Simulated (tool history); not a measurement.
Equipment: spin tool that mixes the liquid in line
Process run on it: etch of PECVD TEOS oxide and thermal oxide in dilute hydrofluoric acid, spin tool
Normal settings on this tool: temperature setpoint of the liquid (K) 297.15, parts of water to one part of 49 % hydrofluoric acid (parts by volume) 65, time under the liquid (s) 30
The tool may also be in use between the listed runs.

run    hour  temperature setpoint of the liquid (K)  parts of water to one part of 49 % hydrofluoric acid (parts by volume)  time under the liquid (s)  wafers since the last listed run  hours since the thermometer was replaced  hours since the hydrofluoric acid flow meter was replaced  hours since the gauge calibration  read-back film thickness of the PECVD TEOS oxide reference wafer, read on the same gauge (nm)  read-back film thickness of the thermal oxide reference wafer, read on the same gauge (nm)  thickness taken off the PECVD TEOS oxide on a monitor wafer (nm)  thickness taken off the thermal oxide on a monitor wafer (nm)
  1     0.0                                  297.15                                                                      75                         20                                 0                                    2003.7                                                     1027.2                              199.0                                                                                         140.00                                                                                     140.012                                                              8.29                                                          1.444
  2    44.8                                  297.15                                                                      75                         20                               471                                    2048.5                                                     1072.0                              243.8                                                                                         139.97                                                                                     139.993                                                              8.33                                                          1.483
  3   109.7                                  297.15                                                                      75                         20                               682                                    2113.4                                                     1136.9                              308.7                                                                                         139.99                                                                                     139.993                                                              8.36                                                          1.491
  4   166.0                                  297.15                                                                      85                         30                               592                                    2169.7                                                     1193.2                              365.0                                                                                         140.00                                                                                     139.986                                                             10.91                                                          1.945
  5   227.2                                  297.15                                                                      85                         30                               643                                    2230.9                                                     1254.4                              426.2                                                                                         139.97                                                                                     140.020                                                             10.93                                                          1.943
  6   272.7                                  297.15                                                                      85                         30                               478                                    2276.4                                                     1299.9                              471.7                                                                                         140.00                                                                                     140.006                                                             10.97                                                          1.931
  7   315.2                                  297.15                                                                      65                         30                               446                                    2318.9                                                     1342.4                              514.2                                                                                         139.97                                                                                     140.001                                                             14.60                                                          2.645
      361.8  -- gauge calibrated
  8   374.2                                  297.15                                                                      65                         30                               620                                    2377.9                                                     1401.4                               12.4                                                                                         139.99                                                                                     139.936                                                             14.83                                                          2.552
  9   425.0                                  293.65                                                                      65                         30                               534                                    2428.7                                                     1452.2                               63.2                                                                                         139.99                                                                                     139.939                                                             12.79                                                          2.253
 10   494.5                                  293.65                                                                      65                         30                               730                                    2498.2                                                     1521.7                              132.7                                                                                         139.97                                                                                     140.008                                                             12.85                                                          2.264
 11   534.5                                  297.15                                                                      65                         20                               420                                    2538.2                                                     1561.7                              172.7                                                                                         139.97                                                                                     139.993                                                              9.83                                                          1.778
 12   574.4                                  292.65                                                                      55                         30                               419                                    2578.1                                                     1601.6                              212.6                                                                                         139.94                                                                                     139.987                                                             14.81                                                          2.556
 13   643.2                                  299.15                                                                      55                         15                               723                                    2646.9                                                     1670.4                              281.4                                                                                         140.05                                                                                     139.991                                                              9.67                                                          1.666
 14   698.6                                  297.15                                                                      65                         30                               582                                    2702.3                                                     1725.8                              336.8                                                                                         140.04                                                                                     139.994                                                             15.04                                                          2.618
      739.6  -- hydrofluoric acid flow meter replaced
 15   750.4                                  297.15                                                                      65                         30                               534                                    2754.1                                                       10.8                              388.6                                                                                         139.96                                                                                     140.020                                                             14.13                                                          2.501
      785.2  -- thermometer replaced
 16   820.3                                  297.15                                                                      65                         30                               724                                      35.1                                                       80.7                              458.5                                                                                         140.04                                                                                     139.986                                                             14.17                                                          2.445
      831.3  -- gauge calibrated
 17   853.8                                  299.65                                                                      85                         30                               352                                      68.6                                                      114.2                               22.5                                                                                         140.02                                                                                     140.022                                                             11.66                                                          2.083
 18   881.7                                  297.15                                                                      45                         30                               293                                      96.5                                                      142.1                               50.4                                                                                         139.98                                                                                     139.967                                                             21.28                                                          3.722
 19   951.4                                  299.15                                                                      45                         15                               732                                     166.2                                                      211.8                              120.1                                                                                         140.02                                                                                     139.982                                                             11.48                                                          2.004
 20  1040.9                                  301.15                                                                      50                         45                               941                                     255.7                                                      301.3                              209.6                                                                                         140.06                                                                                     139.971                                                             33.39                                                          5.906

What if the next run were any one of these 5? Each begins from the tool's condition after run 20:
  A  1041.3                                  297.15                                                                      65                         30                                 4                                     256.1                                                      301.7                              210.0                                                                                              ?                                                                                           ?                                                                 ?                                                              ?
  B  1041.3                                  294.65                                                                      85                         30                                 4                                     256.1                                                      301.7                              210.0                                                                                              ?                                                                                           ?                                                                 ?                                                              ?
  C  1041.3                                  294.15                                                                      65                         30                                 4                                     256.1                                                      301.7                              210.0                                                                                              ?                                                                                           ?                                                                 ?                                                              ?
  D  1041.3                                  301.15                                                                      65                         30                                 4                                     256.1                                                      301.7                              210.0                                                                                              ?                                                                                           ?                                                                 ?                                                              ?
  E  1041.3                                  297.15                                                                      65                         15                                 4                                     256.1                                                      301.7                              210.0                                                                                              ?                                                                                           ?                                                                 ?                                                              ?

run  read-back film thickness of the PECVD TEOS oxide reference wafer, read on the same gauge (nm)  read-back film thickness of the thermal oxide reference wafer, read on the same gauge (nm)  thickness taken off the PECVD TEOS oxide on a monitor wafer (nm)  thickness taken off the thermal oxide on a monitor wafer (nm)
  A                                                                                         140.02                                                                                     139.977                                                             14.24                                                          2.547
  B                                                                                         140.02                                                                                     139.977                                                              9.60                                                          1.717
  C                                                                                         140.02                                                                                     139.977                                                             12.58                                                          2.251
  D                                                                                         140.02                                                                                     139.977                                                             16.71                                                          2.990
  E                                                                                         140.02                                                                                     139.977                                                              7.12                                                          1.274
Had the tool no hidden state, the same runs would have come out as:
run  thickness taken off the PECVD TEOS oxide on a monitor wafer (nm)  thickness taken off the thermal oxide on a monitor wafer (nm)
  A                                                             14.04                                                          2.511
  B                                                              9.46                                                          1.692
  C                                                             12.41                                                          2.219
  D                                                             16.47                                                          2.947
  E                                                              7.02                                                          1.256

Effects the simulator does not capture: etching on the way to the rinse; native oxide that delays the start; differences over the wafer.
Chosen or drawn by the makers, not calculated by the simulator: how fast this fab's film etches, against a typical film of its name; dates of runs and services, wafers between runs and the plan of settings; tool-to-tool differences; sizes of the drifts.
